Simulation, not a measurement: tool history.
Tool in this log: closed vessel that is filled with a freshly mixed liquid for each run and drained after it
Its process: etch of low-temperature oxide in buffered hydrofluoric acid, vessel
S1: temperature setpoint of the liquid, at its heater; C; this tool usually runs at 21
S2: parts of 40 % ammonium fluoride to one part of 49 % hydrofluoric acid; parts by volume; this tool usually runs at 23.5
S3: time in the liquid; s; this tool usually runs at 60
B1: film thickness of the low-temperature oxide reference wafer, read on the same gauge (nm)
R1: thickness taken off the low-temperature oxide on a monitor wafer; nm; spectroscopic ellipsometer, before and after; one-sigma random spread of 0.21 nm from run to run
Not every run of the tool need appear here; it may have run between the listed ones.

{"run": 1, "hour": 0.0, "S1": 21, "S2": 23.5, "S3": 60, "B1": 50.01, "R1": 50.26}
{"run": 2, "hour": 35.6, "S1": 21, "S2": 23.5, "S3": 60, "B1": 50, "R1": 50.03}
{"run": 3, "hour": 102.1, "S1": 21, "S2": 23.5, "S3": 60, "B1": 50.01, "R1": 50.09}
{"run": 4, "hour": 135.4, "S1": 21, "S2": 23.5, "S3": 60, "B1": 50.02, "R1": 50.18}
{"run": 5, "hour": 169.4, "S1": 21, "S2": 23.5, "S3": 60, "B1": 49.97, "R1": 49.7}
{"run": 6, "hour": 222.6, "S1": 21, "S2": 23.5, "S3": 60, "B1": 50, "R1": 50.2}
{"run": 7, "hour": 252.8, "S1": 21, "S2": 23.5, "S3": 60, "B1": 50.01, "R1": 49.74}
{"hour": 410.6, "done": "hydrofluoric acid flow meter replaced"}
{"run": 8, "hour": 435.0, "S1": 21, "S2": 23.5, "S3": 60, "B1": 50.02, "R1": 50.13}
{"hour": 476.3, "done": "thermometer replaced"}
{"run": 9, "hour": 485.0, "S1": 21, "S2": 23.5, "S3": 60, "B1": 49.99, "R1": 50.3}
{"run": 10, "hour": 544.5, "S1": 23, "S2": 17.5, "S3": 85, "B1": 50, "R1": 101.09}
{"run": 11, "hour": 597.0, "S1": 21, "S2": 23.5, "S3": 60, "B1": 50.02, "R1": 50.09}
{"run": 12, "hour": 621.4, "S1": 24, "S2": 23.5, "S3": 60, "B1": 50, "R1": 59.08}
{"run": 13, "hour": 692.3, "S1": 17.5, "S2": 30, "S3": 45, "B1": 50.01, "R1": 25.85}
{"hour": 720.3, "done": "gauge calibrated"}
{"run": 14, "hour": 733.0, "S1": 21, "S2": 23.5, "S3": 85, "B1": 50, "R1": 70.55}
{"run": 15, "hour": 785.8, "S1": 21, "S2": 30, "S3": 75, "B1": 50.02, "R1": 52.62}
{"run": 16, "hour": 816.5, "S1": 21, "S2": 23.5, "S3": 60, "B1": 49.99, "R1": 49.9}
{"run": 17, "hour": 870.6, "S1": 21, "S2": 15.5, "S3": 60, "B1": 50.01, "R1": 71.9}
{"run": 18, "hour": 898.3, "S1": 23, "S2": 28.5, "S3": 70, "B1": 49.99, "R1": 56.96}
{"run": 19, "hour": 928.5, "S1": 17.5, "S2": 18, "S3": 75, "B1": 50, "R1": 63.62}

4 ways to go on from here, each from the tool as it stands after run 19. What would each give?
{"run": "A", "hour": 929.2, "S1": 21, "S2": 23.5, "S3": 60, "B1": "?", "R1": "?"}
{"run": "B", "hour": 929.2, "S1": 19, "S2": 26, "S3": 75, "B1": "?", "R1": "?"}
{"run": "C", "hour": 929.2, "S1": 24.5, "S2": 26.5, "S3": 75, "B1": "?", "R1": "?"}
{"run": "D", "hour": 929.2, "S1": 17, "S2": 19.5, "S3": 40, "B1": "?", "R1": "?"}

run=A B1=50 R1=49.77
run=B B1=50 R1=51.84
run=C B1=50 R1=69.5
run=D B1=50 R1=30.33
With no hidden state in the tool, these same runs would have given:
run=A R1=49.77
run=B R1=51.84
run=C R1=69.5
run=D R1=30.33
